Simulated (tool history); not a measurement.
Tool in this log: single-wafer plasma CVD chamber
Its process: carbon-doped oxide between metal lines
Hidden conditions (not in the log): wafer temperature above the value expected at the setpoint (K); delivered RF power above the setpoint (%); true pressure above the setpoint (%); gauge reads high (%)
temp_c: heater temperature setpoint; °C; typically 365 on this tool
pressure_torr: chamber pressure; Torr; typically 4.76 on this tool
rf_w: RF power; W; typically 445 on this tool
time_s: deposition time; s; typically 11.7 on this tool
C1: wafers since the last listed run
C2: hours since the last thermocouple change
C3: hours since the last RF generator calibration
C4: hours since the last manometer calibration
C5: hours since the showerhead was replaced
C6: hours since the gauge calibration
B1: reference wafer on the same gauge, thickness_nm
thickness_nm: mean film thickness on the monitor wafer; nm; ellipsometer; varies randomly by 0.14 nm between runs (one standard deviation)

Run 1, hour 0: usual settings; C1 0; C2 1617; C3 540.6; C4 1348; C5 6598.7; C6 587.8; B1 49.466. Result: thickness_nm 48.055 nm.
Run 2, hour 14.2: usual settings; C1 404; C2 1631.2; C3 554.8; C4 1362.2; C5 6612.9; C6 602; B1 49.511. Result: thickness_nm 48.035 nm.
Run 3, hour 23.5: usual settings; C1 264; C2 1640.5; C3 564.1; C4 1371.5; C5 6622.2; C6 611.3; B1 49.428. Result: thickness_nm 48.346 nm.
At hour 41.3: thermocouple changed; heater temperature recalibrated.
At hour 47.7: showerhead replaced, of another model than before.
Run 4, hour 48.2: usual settings; C1 294; C2 6.9; C3 588.8; C4 1396.2; C5 0.5; C6 636; B1 49.536. Result: thickness_nm 48.148 nm.
Run 5, hour 51.1: usual settings; C1 82; C2 9.8; C3 591.7; C4 1399.1; C5 3.4; C6 638.9; B1 49.465. Result: thickness_nm 48.399 nm.
Run 6, hour 59: usual settings but temp_c 356 °C, rf_w 380 W; C1 225; C2 17.7; C3 599.6; C4 1407; C5 11.3; C6 646.8; B1 49.497. Result: thickness_nm 45.598 nm.
Run 7, hour 74.3: usual settings; C1 435; C2 33; C3 614.9; C4 1422.3; C5 26.6; C6 662.1; B1 49.433. Result: thickness_nm 48.494 nm.
At hour 86.7: gauge calibrated.
Run 8, hour 87.7: usual settings but temp_c 357 °C, rf_w 505 W; C1 381; C2 46.4; C3 628.3; C4 1435.7; C5 40; C6 1; B1 49.497. Result: thickness_nm 52.789 nm.
Run 9, hour 106.5: usual settings but pressure_torr 4.06 Torr, time_s 9.9 s; C1 535; C2 65.2; C3 647.1; C4 1454.5; C5 58.8; C6 19.8; B1 49.494. Result: thickness_nm 40.553 nm.
Run 10, hour 115.2: usual settings but temp_c 372 °C, pressure_torr 5.46 Torr, rf_w 485 W, time_s 11.1 s; C1 247; C2 73.9; C3 655.8; C4 1463.2; C5 67.5; C6 28.5; B1 49.504. Result: thickness_nm 47.945 nm.
Run 11, hour 129.1: usual settings but temp_c 370 °C, pressure_torr 4.08 Torr, rf_w 405 W, time_s 12.6 s; C1 395; C2 87.8; C3 669.7; C4 1477.1; C5 81.4; C6 42.4; B1 49.513. Result: thickness_nm 48.361 nm.
Run 12, hour 144.2: usual settings but temp_c 355 °C, pressure_torr 5.46 Torr, rf_w 495 W, time_s 14 s; C1 430; C2 102.9; C3 684.8; C4 1492.2; C5 96.5; C6 57.5; B1 49.505. Result: thickness_nm 63.565 nm.
Run 13, hour 152.7: usual settings but rf_w 505 W; C1 242; C2 111.4; C3 693.3; C4 1500.7; C5 105; C6 66; B1 49.487. Result: thickness_nm 51.955 nm.
Run 14, hour 182.1: usual settings but time_s 12.7 s; C1 837; C2 140.8; C3 722.7; C4 1530.1; C5 134.4; C6 95.4; B1 49.486. Result: thickness_nm 52.425 nm.
At hour 196.4: capacitance manometer re-zeroed and calibrated.
Run 15, hour 225.3: usual settings; C1 1002; C2 184; C3 765.9; C4 28.9; C5 177.6; C6 138.6; B1 49.504. Result: thickness_nm 48.247 nm.
Run 16, hour 240: usual settings but temp_c 376 °C, pressure_torr 5.55 Torr; C1 418; C2 198.7; C3 780.6; C4 43.6; C5 192.3; C6 153.3; B1 49.51. Result: thickness_nm 47.543 nm.
Run 17, hour 250: usual settings but temp_c 357 °C, rf_w 505 W; C1 284; C2 208.7; C3 790.6; C4 53.6; C5 202.3; C6 163.3; B1 49.532. Result: thickness_nm 53.042 nm.
Run 18, hour 267.4: usual settings but temp_c 376 °C, pressure_torr 3.85 Torr, rf_w 380 W, time_s 10.8 s; C1 495; C2 226.1; C3 808; C4 71; C5 219.7; C6 180.7; B1 49.558. Result: thickness_nm 39.098 nm.
Run 19, hour 276.7: usual settings but pressure_torr 3.87 Torr; C1 264; C2 235.4; C3 817.3; C4 80.3; C5 229; C6 190; B1 49.534. Result: thickness_nm 47.647 nm.
Run 20, hour 303.1: usual settings but temp_c 376 °C, pressure_torr 3.87 Torr, rf_w 360 W, time_s 13.8 s; C1 751; C2 261.8; C3 843.7; C4 106.7; C5 255.4; C6 216.4; B1 49.529. Result: thickness_nm 48.436 nm.
Run 21, hour 311: usual settings but pressure_torr 5.69 Torr, rf_w 385 W, time_s 9.6 s; C1 225; C2 269.7; C3 851.6; C4 114.6; C5 263.3; C6 224.3; B1 49.524. Result: thickness_nm 37.235 nm.
At hour 324.9: RF generator calibrated.
Run 22, hour 336: usual settings; C1 484; C2 294.7; C3 11.1; C4 139.6; C5 288.3; C6 249.3; B1 49.438. Result: thickness_nm 49.147 nm.
Run 23, hour 348.5: usual settings; C1 356; C2 307.2; C3 23.6; C4 152.1; C5 300.8; C6 261.8; B1 49.484. Result: thickness_nm 49.55 nm.
Run 24, hour 387.1: usual settings but temp_c 374 °C, rf_w 505 W; C1 1099; C2 345.8; C3 62.2; C4 190.7; C5 339.4; C6 300.4; B1 49.485. Result: thickness_nm 51.221 nm.
Run 25, hour 411.4: usual settings but rf_w 410 W, time_s 10.8 s; C1 692; C2 370.1; C3 86.5; C4 215; C5 363.7; C6 324.7; B1 49.523. Result: thickness_nm 43.396 nm.
Run 26, hour 427.5: usual settings; C1 458; C2 386.2; C3 102.6; C4 231.1; C5 379.8; C6 340.8; B1 49.508. Result: thickness_nm 49.099 nm.
Run 27, hour 437.1: usual settings but temp_c 352 °C, rf_w 490 W; C1 273; C2 395.8; C3 112.2; C4 240.7; C5 389.4; C6 350.4; B1 49.516. Result: thickness_nm 53.854 nm.
Run 28, hour 454.1: usual settings but time_s 12.8 s; C1 484; C2 412.8; C3 129.2; C4 257.7; C5 406.4; C6 367.4; B1 49.482. Result: thickness_nm 53.322 nm.
Run 29, hour 468.8: usual settings but pressure_torr 3.94 Torr; C1 418; C2 427.5; C3 143.9; C4 272.4; C5 421.1; C6 382.1; B1 49.483. Result: thickness_nm 48.534 nm.

For each run, what was the tool's unlogged condition?
wafer temperature above the value expected at the setpoint (K): 0, the same for each run
true pressure above the setpoint (%): 0, the same for each run
gauge reads high (%): 0, the same for each run
H1: delivered RF power above the setpoint (%)
run      H1
  1   -2.95
  2   -2.98
  3   -2.99
  4   -3.03
  5   -3.03
  6   -3.04
  7   -3.06
  8   -3.08
  9    -3.1
 10   -3.11
 11   -3.13
 12   -3.14
 13   -3.15
 14   -3.18
 15   -3.21
 16   -3.23
 17   -3.23
 18   -3.24
 19   -3.25
 20   -3.27
 21   -3.27
 22  -0.207
 23  -0.336
 24  -0.703
 25   -0.91
 26   -1.04
 27   -1.11
 28   -1.23
 29   -1.33

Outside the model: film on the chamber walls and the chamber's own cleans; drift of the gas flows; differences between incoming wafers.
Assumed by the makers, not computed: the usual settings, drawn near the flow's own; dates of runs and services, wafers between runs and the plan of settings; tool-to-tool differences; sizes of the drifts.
